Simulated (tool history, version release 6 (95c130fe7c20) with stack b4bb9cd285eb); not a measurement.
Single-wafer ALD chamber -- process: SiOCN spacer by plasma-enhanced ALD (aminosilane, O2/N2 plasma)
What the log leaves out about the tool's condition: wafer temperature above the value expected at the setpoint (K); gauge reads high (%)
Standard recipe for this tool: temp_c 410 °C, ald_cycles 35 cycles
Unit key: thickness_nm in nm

run   hour  temp_c  ald_cycles  wafers since the last listed run  hours since the last thermocouple change  hours since the gauge calibration  read-back reference wafer on the same gauge, thickness_nm  thickness_nm
  1      0     400          35                                 0                                     919.2                              152.8                                                      2.137         2.102
  2   20.6     410          38                                90                                     939.8                              173.4                                                       2.14         2.227
  3   39.4     410          38                                82                                     958.6                              192.2                                                      2.138         2.228
  4   67.5     410          40                               123                                     986.7                              220.3                                                       2.14         2.351
  5   98.6     410          40                               137                                    1017.8                              251.4                                                      2.141         2.341
  6  118.7     410          40                                88                                    1037.9                              271.5                                                      2.139          2.35
  7    147     417          35                               124                                    1066.2                              299.8                                                      2.138         2.005
  8  167.7     414          35                                91                                    1086.9                              320.5                                                      2.138         2.039
  9  195.6     414          35                               122                                    1114.8                              348.4                                                      2.139         2.035
 10  216.1     414          35                                90                                    1135.3                              368.9                                                      2.139         2.029
 11  246.3     420          35                               133                                    1165.5                              399.1                                                      2.141         1.995
     270.2  -- thermocouple changed; heater temperature recalibrated
 12  270.7     420          35                                72                                       0.5                              423.5                                                       2.14          2.03
 13  301.5     410          35                               135                                      31.3                              454.3                                                      2.139         2.072
     303.9  -- gauge calibrated
 14    328     425          32                               116                                      57.8                               24.1                                                      2.143          1.82
 15  343.9     424          31                                70                                      73.7                                 40                                                       2.14         1.764
 16  379.4     410          33                               156                                     109.2                               75.5                                                      2.139         1.942
 17  406.8     420          33                               120                                     136.6                              102.9                                                      2.138         1.898
 18    426     399          31                                84                                     155.8                              122.1                                                      2.138          1.89
 19    459     424          38                               145                                     188.8                              155.1                                                      2.142         2.154
 20  479.1     410          32                                88                                     208.9                              175.2                                                      2.137         1.893
 21  510.3     420          33                               137                                     240.1                              206.4                                                       2.14         1.893
 22  546.3     398          39                               158                                     276.1                              242.4                                                      2.142         2.355
 23  578.9     410          35                               143                                     308.7                                275                                                       2.14         2.049
 24  603.9     414          35                               110                                     333.7                                300                                                      2.139         2.033
 25  619.5     420          41                                68                                     349.3                              315.6                                                      2.139          2.34

Consider 3 possible next runs. They are alternatives, not a sequence: every one starts from the tool as it was left by run 25. What does each give?
  A   620     402          35                                 2                                     349.8                              316.1                                                          ?             ?
  B   620     406          35                                 2                                     349.8                              316.1                                                          ?             ?
  C   620     406          38                                 2                                     349.8                              316.1                                                          ?             ?

run  read-back reference wafer on the same gauge, thickness_nm  thickness_nm
  A                                                      2.141         2.112
  B                                                      2.141         2.089
  C                                                      2.141         2.268
The same runs, with their run-to-run variation unchanged, on a tool lacking any hidden condition would have given:
run  thickness_nm
  A         2.137
  B         2.115
  C         2.296
